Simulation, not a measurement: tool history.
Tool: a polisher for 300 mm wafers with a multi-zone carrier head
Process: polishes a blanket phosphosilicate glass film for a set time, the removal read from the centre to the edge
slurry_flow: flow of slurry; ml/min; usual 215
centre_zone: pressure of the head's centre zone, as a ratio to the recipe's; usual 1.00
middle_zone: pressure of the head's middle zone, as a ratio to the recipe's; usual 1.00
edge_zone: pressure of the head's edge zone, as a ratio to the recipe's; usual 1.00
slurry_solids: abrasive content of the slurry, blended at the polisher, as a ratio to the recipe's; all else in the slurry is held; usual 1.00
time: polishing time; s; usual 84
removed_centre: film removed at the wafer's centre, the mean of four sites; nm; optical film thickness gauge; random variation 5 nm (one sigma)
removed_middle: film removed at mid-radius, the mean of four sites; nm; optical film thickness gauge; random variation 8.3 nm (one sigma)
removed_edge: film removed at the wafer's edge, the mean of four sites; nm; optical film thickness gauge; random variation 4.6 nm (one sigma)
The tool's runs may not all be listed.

run,hour,slurry_flow,centre_zone,middle_zone,edge_zone,slurry_solids,time,"incoming thickness of the incoming film, nm",removed_centre,removed_middle,removed_edge
1,0.0,215,1.00,1.00,1.00,1.00,84,3496.2,579.3,572.3,585.3
2,7.6,215,1.00,1.00,1.00,1.00,84,3492.0,575.6,566.5,573.4
3,24.1,215,0.93,1.00,1.00,1.00,84,3501.9,540.4,564.5,575.8
4,35.4,215,0.93,1.00,1.00,1.00,84,3446.7,540.6,576.6,584.1
5,51.3,215,0.93,1.00,1.00,1.00,84,3440.3,539.8,576.2,574.4
6,72.3,215,1.00,1.08,1.04,1.00,84,3473.4,584.1,603.5,592.4
7,87.5,215,1.00,1.08,1.04,1.00,84,3440.9,586.0,607.5,596.6
# hour 91.9: worn pad replaced by a new one
# hour 97.0: carrier head's membrane replaced by a new one
8,99.6,215,1.00,1.08,1.04,1.00,84,3511.9,585.8,610.8,589.6
# hour 102.6: centre zone pressure recalibrated
9,111.8,215,1.00,1.00,1.00,1.00,84,3479.3,579.5,572.2,585.8
10,118.7,215,1.00,1.00,1.00,1.00,84,3452.6,579.9,570.5,581.1
11,128.1,155,1.00,1.00,0.92,1.00,84,3498.0,542.3,550.3,543.7
12,136.5,250,1.00,1.00,1.00,1.00,84,3499.6,584.5,568.6,590.4
13,149.3,180,1.11,1.00,1.12,0.75,84,3526.9,549.4,495.7,527.1
# hour 156.7: edge zone pressure recalibrated
14,166.3,215,1.07,1.10,1.00,1.00,98,3508.1,727.8,736.3,682.3
# hour 175.4: slurry nozzle cleaned
15,182.5,215,1.00,1.10,1.00,1.00,84,3507.5,579.6,628.8,586.4
# hour 203.4: worn pad replaced by a new one
16,212.6,215,1.00,1.00,1.00,1.00,84,3490.1,580.4,561.4,576.2
17,226.2,215,1.07,1.00,0.88,1.00,84,3448.9,621.6,589.7,562.3
18,237.2,240,1.00,1.12,1.00,1.00,84,3509.0,592.3,643.5,595.8
19,254.7,215,1.00,1.06,0.90,1.00,84,3448.9,585.8,594.4,564.3
20,263.0,215,0.91,1.00,1.09,0.70,71,3516.4,381.8,418.3,431.3
21,285.4,215,1.00,1.00,1.00,1.00,84,3477.3,578.8,588.7,580.9
22,292.4,215,1.10,1.07,1.00,1.25,76,3451.0,624.5,613.9,584.8

4 ways to go on from here, each from the tool as it stands after run 22. What would each give?
A,292.8,215,1.00,1.00,1.00,1.00,84,3545.0,?,?,?
B,292.8,195,1.00,1.00,1.07,1.00,71,3545.0,?,?,?
C,292.8,215,1.00,0.94,1.00,1.25,103,3545.0,?,?,?
D,292.8,215,1.00,1.00,1.07,1.00,84,3545.0,?,?,?

run,removed_centre,removed_middle,removed_edge
A,591.5,584.0,589.5
B,491.5,486.1,505.8
C,791.1,741.8,789.3
D,591.5,584.0,605.2
Without the tool's hidden state the same runs would have given:
run,removed_centre,removed_middle,removed_edge
A,591.5,584.0,589.5
B,491.5,486.1,505.8
C,791.1,741.8,789.3
D,591.5,584.0,605.2

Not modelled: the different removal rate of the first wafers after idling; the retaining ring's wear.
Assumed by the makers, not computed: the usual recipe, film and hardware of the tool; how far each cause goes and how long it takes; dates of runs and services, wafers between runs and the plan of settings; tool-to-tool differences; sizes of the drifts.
